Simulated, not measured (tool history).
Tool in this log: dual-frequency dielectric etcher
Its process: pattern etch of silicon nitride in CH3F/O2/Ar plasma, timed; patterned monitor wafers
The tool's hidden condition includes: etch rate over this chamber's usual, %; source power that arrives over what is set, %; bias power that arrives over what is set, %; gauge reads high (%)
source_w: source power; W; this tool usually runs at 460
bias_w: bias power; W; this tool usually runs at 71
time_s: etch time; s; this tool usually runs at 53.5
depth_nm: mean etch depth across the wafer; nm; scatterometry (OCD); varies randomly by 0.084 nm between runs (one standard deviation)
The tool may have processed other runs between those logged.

run	hour	source_w	bias_w	time_s	wafers since the last listed run	hours since the last wet clean	hours since the last source power generator calibration	hours since the last bias power generator calibration	hours since the last upper electrode change	hours since the gauge calibration	read-back reference wafer on the same gauge, depth_nm	depth_nm
1	0	520	71	53.5	0	326.8	1887.1	2650.8	2913.8	1322.3	32.41	38.43
2	68.1	460	71	53.5	1174	394.9	1955.2	2718.9	2981.9	1390.4	32.39	36.76
3	112.2	460	71	53.5	760	439	1999.3	2763	3026	1434.5	32.4	36.64
# hour 188.4: wet clean of the chamber
4	188.9	460	71	53.5	908	0.5	2076	2839.7	3102.7	1511.2	32.35	37.22
5	235.4	460	71	53.5	802	47	2122.5	2886.2	3149.2	1557.7	32.41	37.42
6	288.8	460	71	53.5	921	100.4	2175.9	2939.6	3202.6	1611.1	32.4	37.24
7	346.8	460	71	53.5	1000	158.4	2233.9	2997.6	3260.6	1669.1	32.37	37.21
8	486.3	460	71	65	2406	297.9	2373.4	3137.1	3400.1	1808.6	32.37	44.89
9	531.9	460	71	53.5	786	343.5	2419	3182.7	3445.7	1854.2	32.4	37
# hour 544.5: gauge calibrated
10	590.9	460	71	53.5	1017	402.5	2478	3241.7	3504.7	46.4	32.41	37.05
11	636.2	460	71	53.5	781	447.8	2523.3	3287	3550	91.7	32.43	36.93
# hour 675: wet clean of the chamber
12	675.5	460	71	53.5	263	0.5	2562.6	3326.3	3589.3	131	32.39	37.59
13	695.6	460	71	53.5	346	20.6	2582.7	3346.4	3609.4	151.1	32.44	37.5
14	734.1	550	71	53.5	664	59.1	2621.2	3384.9	3647.9	189.6	32.39	39.69
# hour 765.5: upper electrode replaced
15	792.6	530	85	40	595	117.6	2679.7	3443.4	27.1	248.1	32.41	31.11
16	828.3	490	71	46	615	153.3	2715.4	3479.1	62.8	283.8	32.39	32.73
17	854.9	460	71	53.5	458	179.9	2742	3505.7	89.4	310.4	32.45	37.43
# hour 860.5: bias power generator calibrated
18	957.6	460	64	44.5	1702	282.6	2844.7	97.1	192.1	413.1	32.39	29.5
# hour 988.8: source power generator calibrated
19	1020.6	370	71	59	1017	345.6	31.8	160.1	255.1	476.1	32.39	37.47
# hour 1109.3: wet clean of the chamber
20	1109.8	400	71	53.5	1124	0.5	121	249.3	344.3	565.3	32.41	35.39
21	1132	460	71	53.5	382	22.7	143.2	271.5	366.5	587.5	32.4	37.11
22	1262.6	460	71	53.5	2252	153.3	273.8	402.1	497.1	718.1	32.42	36.9
23	1303.6	460	71	53.5	707	194.3	314.8	443.1	538.1	759.1	32.37	36.83
24	1356.5	460	64	53.5	912	247.2	367.7	496	591	812	32.37	35.46
25	1402.9	380	83	69	800	293.6	414.1	542.4	637.4	858.4	32.37	46.67
26	1430.1	420	71	59.5	469	320.8	441.3	569.6	664.6	885.6	32.41	39.51
# hour 1516.5: wet clean of the chamber
27	1517	360	89	57.5	1084	0.5	528.2	656.5	751.5	972.5	32.35	39.66
28	1530.2	460	71	53.5	227	13.7	541.4	669.7	764.7	985.7	32.41	37.02
29	1562.7	460	71	41	560	46.2	573.9	702.2	797.2	1018.2	32.39	28.44
30	1611.3	460	71	53.5	838	94.8	622.5	750.8	845.8	1066.8	32.39	37.06

Here are 3 independent what-if runs from the current tool condition. What would each one return?
A	1611.7	460	71	38	6	95.2	622.9	751.2	846.2	1067.2	?	?
B	1611.7	530	88	61.5	6	95.2	622.9	751.2	846.2	1067.2	?	?
C	1611.7	490	78	60	6	95.2	622.9	751.2	846.2	1067.2	?	?

run	read-back reference wafer on the same gauge, depth_nm	depth_nm
A	32.39	26.21
B	32.39	47.85
C	32.39	43.63
What these runs would have given with no unlogged condition in the tool:
run	depth_nm
A	26.3
B	48.01
C	43.78
